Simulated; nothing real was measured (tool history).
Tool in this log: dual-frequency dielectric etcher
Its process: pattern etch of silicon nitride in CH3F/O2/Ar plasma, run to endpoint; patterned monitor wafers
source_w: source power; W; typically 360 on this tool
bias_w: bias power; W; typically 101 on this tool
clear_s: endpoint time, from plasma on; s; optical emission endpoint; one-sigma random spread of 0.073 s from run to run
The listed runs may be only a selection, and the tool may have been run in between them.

| run | hour | source_w | bias_w | wafers since the last listed run | hours since the last wet clean | hours since the last source power generator calibration | hours since the last bias power generator calibration | hours since the last upper electrode change | incoming incoming film thickness, nm | clear_s |
|---|---|---|---|---|---|---|---|---|---|---|
| 1 | 0 | 360 | 85 | 0 | 271.6 | 2972.7 | 4433.1 | 4989.9 | 18.4 | 25.7 |
| 2 | 36.6 | 360 | 85 | 398 | 308.2 | 3009.3 | 4469.7 | 5026.5 | 18.61 | 26.2 |
| 3 | 97.5 | 360 | 101 | 662 | 369.1 | 3070.2 | 4530.6 | 5087.4 | 18.42 | 24.4 |
| 4 | 141.5 | 360 | 101 | 478 | 413.1 | 3114.2 | 4574.6 | 5131.4 | 18.45 | 24.5 |
| 5 | 181.9 | 330 | 101 | 439 | 453.5 | 3154.6 | 4615 | 5171.8 | 18.39 | 25.3 |
|  | 236.3 | wet clean of the chamber |
|  | 292.8 | upper electrode replaced |
| 6 | 293.3 | 330 | 101 | 689 | 57 | 3266 | 4726.4 | 0.5 | 18.34 | 24.8 |
| 7 | 372.5 | 330 | 101 | 861 | 136.2 | 3345.2 | 4805.6 | 79.7 | 18.47 | 25 |
|  | 442.8 | source power generator calibrated |
| 8 | 481.6 | 360 | 94 | 1143 | 245.3 | 38.8 | 4914.7 | 188.8 | 18.47 | 25 |
|  | 526.8 | bias power generator calibrated |
| 9 | 538.9 | 320 | 90 | 579 | 302.6 | 96.1 | 12.1 | 246.1 | 18.5 | 26.5 |
|  | 616.2 | wet clean of the chamber |
| 10 | 616.7 | 320 | 101 | 585 | 0.5 | 173.9 | 89.9 | 323.9 | 18.59 | 25.4 |
| 11 | 671.5 | 330 | 101 | 596 | 55.3 | 228.7 | 144.7 | 378.7 | 18.58 | 25.1 |
| 12 | 733.6 | 280 | 119 | 675 | 117.4 | 290.8 | 206.8 | 440.8 | 18.38 | 24.8 |
| 13 | 788.4 | 360 | 101 | 596 | 172.2 | 345.6 | 261.6 | 495.6 | 18.46 | 24.2 |
| 14 | 834.3 | 430 | 109 | 499 | 218.1 | 391.5 | 307.5 | 541.5 | 18.44 | 22.4 |

What if the next run were any one of these 4? Each begins from the tool's condition after run 14:
| A | 834.7 | 360 | 101 | 4 | 218.5 | 391.9 | 307.9 | 541.9 | 18.6 | ? |
| B | 834.7 | 440 | 86 | 4 | 218.5 | 391.9 | 307.9 | 541.9 | 18.6 | ? |
| C | 834.7 | 290 | 81 | 4 | 218.5 | 391.9 | 307.9 | 541.9 | 18.6 | ? |
| D | 834.7 | 400 | 110 | 4 | 218.5 | 391.9 | 307.9 | 541.9 | 18.6 | ? |

| run | clear_s |
|---|---|
| A | 24.5 |
| B | 24.1 |
| C | 28 |
| D | 23 |
Had the tool no hidden state, the same runs would have come out as:
| run | clear_s |
|---|---|
| A | 24.3 |
| B | 24 |
| C | 27.8 |
| D | 22.9 |
